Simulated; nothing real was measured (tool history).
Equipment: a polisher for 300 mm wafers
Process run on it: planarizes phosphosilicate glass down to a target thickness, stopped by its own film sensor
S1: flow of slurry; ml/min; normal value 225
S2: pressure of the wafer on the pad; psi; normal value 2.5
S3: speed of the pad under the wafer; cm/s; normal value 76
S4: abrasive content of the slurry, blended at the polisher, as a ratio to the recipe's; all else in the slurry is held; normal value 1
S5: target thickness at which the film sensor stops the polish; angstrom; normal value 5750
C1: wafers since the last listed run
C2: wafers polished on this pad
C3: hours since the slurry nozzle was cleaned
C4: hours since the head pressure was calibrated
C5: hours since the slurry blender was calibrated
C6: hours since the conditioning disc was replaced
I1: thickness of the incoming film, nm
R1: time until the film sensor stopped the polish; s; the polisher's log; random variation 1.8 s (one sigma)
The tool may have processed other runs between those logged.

run,hour,S1,S2,S3,S4,S5,C1,C2,C3,C4,C5,C6,I1,R1
1,0,225,2.5,76,1,5750,0,11,18,312.4,279.1,5.9,1267.6,140.4
2,26.8,225,2.5,76,1,5750,140,151,44.8,339.2,305.9,32.7,1269.5,138.8
3,42.6,225,2.5,76,1,5750,82,234,60.6,355,321.7,48.5,1255.8,137.3
4,61.8,225,2.5,76,1,5750,100,334,79.8,374.2,340.9,67.7,1266.8,141.1
# hour 72.1: slurry blender recalibrated
5,92.8,225,2.5,76,1,5750,151,486,110.8,405.2,20.7,98.7,1265.4,144.7
6,105,225,2.5,76,1.1,5750,63,550,123,417.4,32.9,110.9,1279.2,141.4
7,136.2,225,2.5,76,1.1,5750,163,713,154.2,448.6,64.1,142.1,1285.8,145.2
# hour 176.8: worn pad replaced by a new one
8,203.5,225,2.5,76,1,5750,331,139,221.5,515.9,131.4,209.4,1271,147.4
9,235.2,225,2.5,76,1,5750,165,305,253.2,547.6,163.1,241.1,1268.2,146
# hour 254.9: head pressure recalibrated
10,261.7,225,2.5,76,1,5750,128,433,279.7,6.8,189.6,267.6,1285.4,149.3
11,279.6,225,2.5,76,1,5750,93,527,297.6,24.7,207.5,285.5,1278.5,152.6
12,302.8,225,2.5,76,1,5750,121,648,320.8,47.9,230.7,308.7,1279.1,150.5
# hour 314.8: conditioning disc replaced and pad reconditioned
13,326.5,225,2.5,52,1,6780,113,762,344.5,71.6,254.4,11.7,1256,165.3
14,342.6,225,2.5,76,0.8,7910,84,846,360.6,87.7,270.5,27.8,1264.5,115.3
# hour 371: slurry nozzle cleaned
15,375.2,225,3.3,76,1,5750,165,1011,4.2,120.3,303.1,60.4,1277.5,112.1
# hour 384.2: slurry blender recalibrated
# hour 393.6: worn pad replaced by a new one
16,401.7,255,3,76,1.2,4930,107,42,30.7,146.8,17.5,86.9,1266.1,119.4
17,421.4,225,2.5,76,1,5750,103,145,50.4,166.5,37.2,106.6,1266.1,137.5
18,437.1,225,2.5,76,1,5750,82,227,66.1,182.2,52.9,122.3,1266.8,143
19,461.9,225,2.5,62,1,7620,129,357,90.9,207,77.7,147.1,1288.4,126.9
20,497.4,225,2.5,58,1,3620,185,543,126.4,242.5,113.2,182.6,1281.5,234.5
21,515.4,225,2.5,54,1,5750,94,637,144.4,260.5,131.2,200.6,1259.1,181.9
22,542.9,300,2.5,76,1.25,5750,143,781,171.9,288,158.7,228.1,1254.7,126.2
# hour 564.1: worn pad replaced by a new one
23,578.3,255,2.8,96,1,5750,164,74,207.3,323.4,194.1,263.5,1275.7,108.7
24,606.6,225,2.5,56,1,6600,148,222,235.6,351.7,222.4,291.8,1249.5,155.1

Expected results for the next run?
25,623,225,2.5,76,1,5750,85,308,252,368.1,238.8,308.2,1282.6,?

Run 25 measured R1 151.6 s.
If the tool had no hidden condition, the same run with the same run-to-run variation would have returned R1 144 s.
